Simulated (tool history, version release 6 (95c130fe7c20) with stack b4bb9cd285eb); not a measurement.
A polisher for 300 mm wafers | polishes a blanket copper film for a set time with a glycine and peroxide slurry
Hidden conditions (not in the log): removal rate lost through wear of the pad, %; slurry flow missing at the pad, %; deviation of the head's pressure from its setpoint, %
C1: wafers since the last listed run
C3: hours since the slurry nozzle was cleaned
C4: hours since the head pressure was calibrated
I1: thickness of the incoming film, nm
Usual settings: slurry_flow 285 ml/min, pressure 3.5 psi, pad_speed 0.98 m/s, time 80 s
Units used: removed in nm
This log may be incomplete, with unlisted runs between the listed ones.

Run 1, day 0.000: usual settings; C1 0; wafers polished on this pad 2599; C3 105.9; C4 222.7; I1 1969.0. Result: removed 495.3 nm.
At day 0.971: worn pad replaced by a new one.
Run 2, day 2.125: usual settings; C1 411; wafers polished on this pad 242; C3 156.9; C4 273.7; I1 1958.3. Result: removed 544.4 nm.
At day 4.717: head pressure recalibrated.
Run 3, day 6.000: usual settings; C1 796; wafers polished on this pad 1039; C3 249.9; C4 30.8; I1 1990.3. Result: removed 510.8 nm.
Run 4, day 8.346: usual settings but time 60 s; C1 492; wafers polished on this pad 1532; C3 306.2; C4 87.1; I1 1944.9. Result: removed 386.6 nm.
At day 8.912: slurry nozzle cleaned.
At day 12.246: worn pad replaced by a new one.
Run 5, day 12.471: usual settings but time 60 s; C1 822; wafers polished on this pad 47; C3 85.4; C4 186.1; I1 1946.2. Result: removed 412.9 nm.
Run 6, day 14.750: usual settings but time 60 s; C1 478; wafers polished on this pad 525; C3 140.1; C4 240.8; I1 1965.3. Result: removed 412.0 nm.
Run 7, day 16.721: usual settings; C1 414; wafers polished on this pad 940; C3 187.4; C4 288.1; I1 1996.2. Result: removed 550.1 nm.
Run 8, day 19.204: usual settings; C1 521; wafers polished on this pad 1461; C3 247.0; C4 347.7; I1 1982.8. Result: removed 539.5 nm.
At day 20.683: head pressure recalibrated.
At day 21.842: slurry nozzle cleaned.
At day 22.792: worn pad replaced by a new one.
Run 9, day 22.812: usual settings; C1 696; wafers polished on this pad 4; C3 23.3; C4 51.1; I1 1959.6. Result: removed 531.4 nm.
Run 10, day 26.817: usual settings; C1 841; wafers polished on this pad 846; C3 119.4; C4 147.2; I1 2011.7. Result: removed 544.0 nm.
At day 33.075: head pressure recalibrated.
At day 33.338: worn pad replaced by a new one.
At day 33.979: slurry nozzle cleaned.
Run 11, day 37.175: usual settings but pad_speed 0.68 m/s; C1 2115; wafers polished on this pad 797; C3 76.7; C4 98.4; I1 1959.7. Result: removed 409.6 nm.
Run 12, day 39.904: usual settings but slurry_flow 225 ml/min, pressure 4.6 psi; C1 573; wafers polished on this pad 1371; C3 142.2; C4 163.9; I1 1996.7. Result: removed 673.7 nm.
Run 13, day 43.067: usual settings but time 100 s; C1 664; wafers polished on this pad 2035; C3 218.1; C4 239.8; I1 1946.4. Result: removed 665.8 nm.
At day 45.617: slurry nozzle cleaned.
At day 46.021: head pressure recalibrated.
At day 46.454: worn pad replaced by a new one.
Run 14, day 46.708: usual settings but pressure 2.8 psi, pad_speed 0.86 m/s; C1 703; wafers polished on this pad 53; C3 26.2; C4 16.5; I1 1937.5. Result: removed 388.3 nm.
Run 15, day 50.238: usual settings but slurry_flow 235 ml/min, pressure 4.3 psi, time 103 s; C1 741; wafers polished on this pad 794; C3 110.9; C4 101.2; I1 1945.1. Result: removed 814.8 nm.
Run 16, day 51.867: usual settings; C1 342; wafers polished on this pad 1137; C3 150.0; C4 140.3; I1 1957.4. Result: removed 540.4 nm.
Run 17, day 55.317: usual settings but time 65 s; C1 724; wafers polished on this pad 1861; C3 232.8; C4 223.1; I1 1999.3. Result: removed 425.2 nm.
Run 18, day 57.692: usual settings; C1 498; wafers polished on this pad 2360; C3 289.8; C4 280.1; I1 1973.0. Result: removed 514.5 nm.
At day 58.071: slurry nozzle cleaned.
At day 58.942: worn pad replaced by a new one.
Run 19, day 61.150: usual settings but pressure 3.8 psi, time 104 s; C1 682; wafers polished on this pad 463; C3 73.9; C4 363.1; I1 1993.0. Result: removed 778.2 nm.

Give the tool's hidden conditions for every run:
slurry flow missing at the pad, %: 0 across all the runs
H1: removal rate lost through wear of the pad, %
H2: deviation of the head's pressure from its setpoint, %
run     H1    H2
  1   9.71  9.89
  2  0.676  10.5
  3    2.1     3
  4   3.84  6.77
  5  0.118  10.2
  6  0.488  11.1
  7   1.31  11.6
  8      3    12
  9   0.89  5.72
 10   1.86  10.3
 11   1.34  8.87
 12   3.03  11.2
 13    6.1  12.6
 14  0.689  3.28
 15   1.54  9.03
 16   2.43  10.5
 17   5.36  12.4
 18    8.2  13.1
 19   1.53  13.7
